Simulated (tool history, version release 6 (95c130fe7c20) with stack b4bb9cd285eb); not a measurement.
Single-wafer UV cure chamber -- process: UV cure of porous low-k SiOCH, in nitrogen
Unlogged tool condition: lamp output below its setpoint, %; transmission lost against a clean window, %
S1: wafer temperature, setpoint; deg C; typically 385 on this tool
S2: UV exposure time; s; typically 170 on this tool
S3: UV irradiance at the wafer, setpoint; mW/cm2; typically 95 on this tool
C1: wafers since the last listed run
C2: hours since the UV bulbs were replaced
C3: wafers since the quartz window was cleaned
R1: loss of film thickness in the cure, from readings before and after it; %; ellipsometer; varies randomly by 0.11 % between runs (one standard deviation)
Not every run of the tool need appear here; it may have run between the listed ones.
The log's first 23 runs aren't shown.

run,hour,S1,S2,S3,C1,C2,C3,R1
24,1960.7,385,170,132,634,1265.5,5885,11.599
25,2013.5,385,170,95,512,1318.3,6397,10.254
26,2057.7,405,80,81,428,1362.5,6826,6.485
27,2118.7,368,265,70,591,1423.5,7418,10.406
# hour 2131.7: quartz window cleaned
28,2366.7,385,205,95,2328,1671.5,2279,11.448
29,2412.2,369,110,119,441,1717,2721,9.19
30,2514.9,385,250,95,996,1819.7,3717,12.146
31,2555.4,391,125,95,392,1860.2,4110,8.827
32,2622,385,170,95,646,1926.8,4756,10.3
33,2659.5,385,170,63,363,1964.3,5120,8.322
# hour 2714.9: UV bulbs replaced
34,2736.8,376,195,66,672,21.9,5792,8.936
35,2991.8,398,125,95,2473,276.9,8266,8.929
# hour 3011.9: quartz window cleaned
36,3142.5,375,260,70,1384,427.6,1267,10.912
37,3409.3,385,170,95,2588,694.4,3855,9.987
38,3489.1,385,170,95,774,774.2,4629,10.185
39,3594.6,385,170,95,1023,879.7,5652,10.035
40,3661.1,385,170,95,645,946.2,6297,9.923
41,3895.7,385,170,95,2275,1180.8,8573,10.017
# hour 3933.6: quartz window cleaned
42,3965.3,385,170,75,597,1250.4,307,9.434
43,4049.1,390,95,81,812,1334.2,1120,7.266
44,4154.9,385,170,95,1026,1440,2146,10.39
45,4224.3,396,170,81,673,1509.4,2819,9.754
46,4267.5,372,115,69,419,1552.6,3238,6.926
47,4306.9,385,170,95,382,1592,3620,10.359

What if the next run were any one of these 4? Each begins from the tool's condition after run 47:
A,4307.4,385,170,95,4,1592.5,3625,?
B,4307.4,398,140,110,4,1592.5,3625,?
C,4307.4,371,235,66,4,1592.5,3625,?
D,4307.4,400,105,108,4,1592.5,3625,?

run,R1
A,10.559
B,10.576
C,10.103
D,9.196
Had the tool no hidden state, the same runs would have come out as:
run,R1
A,10.993
B,11.01
C,10.534
D,9.621
